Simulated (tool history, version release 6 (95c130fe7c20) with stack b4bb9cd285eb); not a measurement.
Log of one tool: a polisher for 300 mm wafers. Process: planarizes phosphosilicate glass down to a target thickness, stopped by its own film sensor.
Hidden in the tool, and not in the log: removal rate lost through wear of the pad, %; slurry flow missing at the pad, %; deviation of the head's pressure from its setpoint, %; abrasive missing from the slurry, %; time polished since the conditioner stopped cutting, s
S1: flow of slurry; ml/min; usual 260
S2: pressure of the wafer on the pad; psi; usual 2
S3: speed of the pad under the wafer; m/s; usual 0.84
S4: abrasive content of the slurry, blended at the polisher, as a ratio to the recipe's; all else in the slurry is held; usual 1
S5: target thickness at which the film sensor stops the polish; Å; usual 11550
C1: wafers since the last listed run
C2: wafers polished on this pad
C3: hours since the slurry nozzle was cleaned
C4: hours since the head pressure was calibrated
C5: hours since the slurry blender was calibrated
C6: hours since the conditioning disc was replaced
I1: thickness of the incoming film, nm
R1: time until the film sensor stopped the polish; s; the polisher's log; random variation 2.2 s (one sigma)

run,hour,S1,S2,S3,S4,S5,C1,C2,C3,C4,C5,C6,I1,R1
1,0,260,2,0.84,1,11550,0,714,571.1,273.8,313,101.3,1880.7,141.9
# hour 4.6: slurry blender recalibrated
2,14.9,260,2,0.84,1.1,11550,78,793,586,288.7,10.3,116.2,1865.2,128.4
3,44.4,260,2,0.84,1,11550,179,972,615.5,318.2,39.8,145.7,1868.6,137.2
4,77,260,2,0.84,1,11550,198,1171,648.1,350.8,72.4,178.3,1841.8,135.1
# hour 96.1: worn pad replaced by a new one
5,97.9,260,2,0.84,1,11550,102,11,669,371.7,93.3,199.2,1864.7,138.3
6,118.3,260,2,0.84,1,11550,124,135,689.4,392.1,113.7,219.6,1849.7,135.2
7,149.6,260,2,0.84,1,11550,190,325,720.7,423.4,145,250.9,1876.3,143.8
8,171.5,260,2,0.84,1,11550,133,459,742.6,445.3,166.9,272.8,1858.1,144.9
9,194.1,295,2,0.84,1,13480,137,596,765.2,467.9,189.5,295.4,1879.9,106.7
# hour 198.9: slurry nozzle cleaned
# hour 216: head pressure recalibrated
10,218.1,215,1.5,0.84,1,10110,127,724,19.2,2.1,213.5,319.4,1843.9,224.5
11,235.6,260,2,0.84,1,11550,106,831,36.7,19.6,231,336.9,1896.5,159.2
# hour 254.3: conditioning disc replaced and pad reconditioned
12,256.8,260,2,0.84,1,11550,116,948,57.9,40.8,252.2,2.5,1856.8,134.4
13,282.4,180,2,1.04,0.85,11550,155,1103,83.5,66.4,277.8,28.1,1849.4,129.3
# hour 289.2: worn pad replaced by a new one
# hour 292.1: slurry blender recalibrated
14,312.8,260,2.3,1.14,1,12470,148,131,113.9,96.8,20.7,58.5,1868,86.3
15,345.4,225,2,0.84,1,11550,198,329,146.5,129.4,53.3,91.1,1842.9,136
16,365.5,260,2,1.04,1,12390,122,452,166.6,149.5,73.4,111.2,1862.9,101.1
17,377.8,260,1.8,0.84,1,11550,74,527,178.9,161.8,85.7,123.5,1821.3,143.9
18,399.7,260,2.3,0.84,1,11550,133,660,200.8,183.7,107.6,145.4,1845.8,123.1
19,444.5,260,2,0.84,0.85,11550,272,933,245.6,228.5,152.4,190.2,1886,165.9

Hidden state at the last listed run before each entry between runs and at the first one after, where it differs:
Between runs 1 and 2: slurry blender recalibrated (hour 4.6)
  time polished since the conditioner stopped cutting, s: 38.1 -> 48.4
  measured less the result without the state, R1: +1.9 -> +2.1 s
Between runs 4 and 5: worn pad replaced by a new one (hour 96.1)
  time polished since the conditioner stopped cutting, s: 107 -> 132
  measured less the result without the state, R1: +4.8 -> +6 s
Between runs 9 and 10: slurry nozzle cleaned (hour 198.9); head pressure recalibrated (hour 216)
  time polished since the conditioner stopped cutting, s: 285 -> 332
  measured less the result without the state, R1: +9.4 -> +19.3 s
Between runs 11 and 12: conditioning disc replaced and pad reconditioned (hour 254.3)
  time polished since the conditioner stopped cutting, s: 369 -> 21.3
  measured less the result without the state, R1: +17.4 -> +1 s
Between runs 13 and 14: worn pad replaced by a new one (hour 289.2); slurry blender recalibrated (hour 292.1)
  time polished since the conditioner stopped cutting, s: 23.8 -> 32.3
  measured less the result without the state, R1: +1.3 -> +1.4 s
